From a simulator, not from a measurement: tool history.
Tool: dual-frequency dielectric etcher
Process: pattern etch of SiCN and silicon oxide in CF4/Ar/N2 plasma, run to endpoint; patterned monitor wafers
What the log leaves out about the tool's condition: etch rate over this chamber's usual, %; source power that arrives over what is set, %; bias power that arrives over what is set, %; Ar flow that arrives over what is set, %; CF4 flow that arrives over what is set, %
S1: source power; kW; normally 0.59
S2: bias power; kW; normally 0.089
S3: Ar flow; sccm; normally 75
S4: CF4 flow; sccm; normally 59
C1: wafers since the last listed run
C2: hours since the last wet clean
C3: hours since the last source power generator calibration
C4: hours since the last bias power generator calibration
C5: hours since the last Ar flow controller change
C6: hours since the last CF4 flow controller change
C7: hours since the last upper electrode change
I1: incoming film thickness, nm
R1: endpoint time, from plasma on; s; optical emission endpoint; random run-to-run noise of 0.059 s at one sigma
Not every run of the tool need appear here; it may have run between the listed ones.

run     day    S1     S2  S3  S4    C1     C2      C3      C4      C5      C6      C7     I1    R1
  1       0  0.59  0.089  75  53     0  482.1  3144.4  1022.4  3885.8  5505.6    3674  14.22  11.7
      4.717  -- wet clean of the chamber
  2   4.738  0.52  0.089  75  59  1649    0.5  3258.1  1136.1  3999.5  5619.3  3787.7  13.94  12.4
  3  13.879  0.52  0.089  75  59  4034  219.9  3477.5  1355.5  4218.9  5838.7  4007.1  14.08  12.5
     14.283  -- CF4 flow controller replaced
      15.75  -- upper electrode replaced
  4  18.142  0.68  0.089  75  59  1329  322.2  3579.8  1457.8  4321.2    92.6    57.4  14.22  10.3
  5    21.2  0.59  0.089  75  59  1349  395.6  3653.2  1531.2  4394.6     166   130.8   14.1  11.4
  6  25.533  0.59  0.089  75  59  1912  499.6  3757.2  1635.2  4498.6     270   234.8   14.1  11.3
     28.325  -- wet clean of the chamber
  7  28.658  0.59  0.089  62  59   937      8  3832.2  1710.2  4573.6     345   309.8  14.08  11.2
  8  32.196  0.59  0.089  62  59  1561   92.9  3917.1  1795.1  4658.5   429.9   394.7  14.08    11
  9  36.633  0.59  0.089  80  62  1958  199.4  4023.6  1901.6    4765   536.4   501.2  13.95  11.2
 10  38.238  0.59  0.078  75  65   708  237.9  4062.1  1940.1  4803.5   574.9   539.7  14.15  11.6
     39.379  -- source power generator calibrated
 11  41.717  0.67  0.089  93  70  1461  321.4    56.1  2023.6    4887   658.4   623.2  14.22  10.4
 12  45.842  0.59  0.089  75  59  1820  420.4   155.1  2122.6    4986   757.4   722.2  13.97  11.2
     46.596  -- bias power generator calibrated
 13  49.562  0.59  0.089  75  47  1568  509.7   244.4    71.2  5075.3   846.7   811.5  14.23  11.7
     51.096  -- wet clean of the chamber
 14  51.625  0.59  0.108  75  59   468   12.7   293.9   120.7  5124.8   896.2     861  14.11  10.9
       54.2  -- Ar flow controller replaced
 15  54.412  0.59  0.095  75  52  1119   79.6   360.8   187.6     5.1   963.1   927.9  14.12  11.4
 16  57.554  0.59  0.104  75  66  1386    155   436.2     263    80.5  1038.5  1003.3  13.99  10.7
 17  60.504  0.59  0.089  75  59  1302  225.8     507   333.8   151.3  1109.3  1074.1  14.01  11.2
 18  63.471   0.5  0.089  75  65  1309    297   578.2     405   222.5  1180.5  1145.3  14.18  12.8
 19  65.517  0.59  0.077  75  59   902  346.1   627.3   454.1   271.6  1229.6  1194.4  14.08  11.6
 20  68.458  0.59  0.089  75  59  1298  416.7   697.9   524.7   342.2  1300.2    1265  14.15  11.3
 21  71.146  0.59  0.089  75  59  1186  481.2   762.4   589.2   406.7  1364.7  1329.5  14.15  11.2
     77.183  -- wet clean of the chamber
 22  81.562  0.45  0.077  92  50  4156  105.1  1012.4   839.2   656.7  1614.7  1579.5  14.13    15
 23  85.283  0.64  0.073  83  63  1642  194.4  1101.7   928.5     746    1704  1668.8  14.07  11.1
 24  94.983  0.65  0.103  85  71  4281  427.2  1334.5  1161.3   978.8  1936.8  1901.6  14.14    10

Across each entry between runs, compare the hidden state at the last listed run before it with the hidden state at the first listed run after it:
Logged between run 1 and run 2: wet clean of the chamber (day 4.717)
  nothing in the hidden state changes from one run to the other
Logged between run 3 and run 4: CF4 flow controller replaced (day 14.283); upper electrode replaced (day 15.75)
  nothing in the hidden state changes from one run to the other
Logged between run 6 and run 7: wet clean of the chamber (day 28.325)
  nothing in the hidden state changes from one run to the other
Logged between run 10 and run 11: source power generator calibrated (day 39.379)
  nothing in the hidden state changes from one run to the other
Logged between run 12 and run 13: bias power generator calibrated (day 46.596)
  nothing in the hidden state changes from one run to the other
Logged between run 13 and run 14: wet clean of the chamber (day 51.096)
  nothing in the hidden state changes from one run to the other
Logged between run 14 and run 15: Ar flow controller replaced (day 54.2)
  nothing in the hidden state changes from one run to the other
Logged between run 21 and run 22: wet clean of the chamber (day 77.183)
  nothing in the hidden state changes from one run to the other
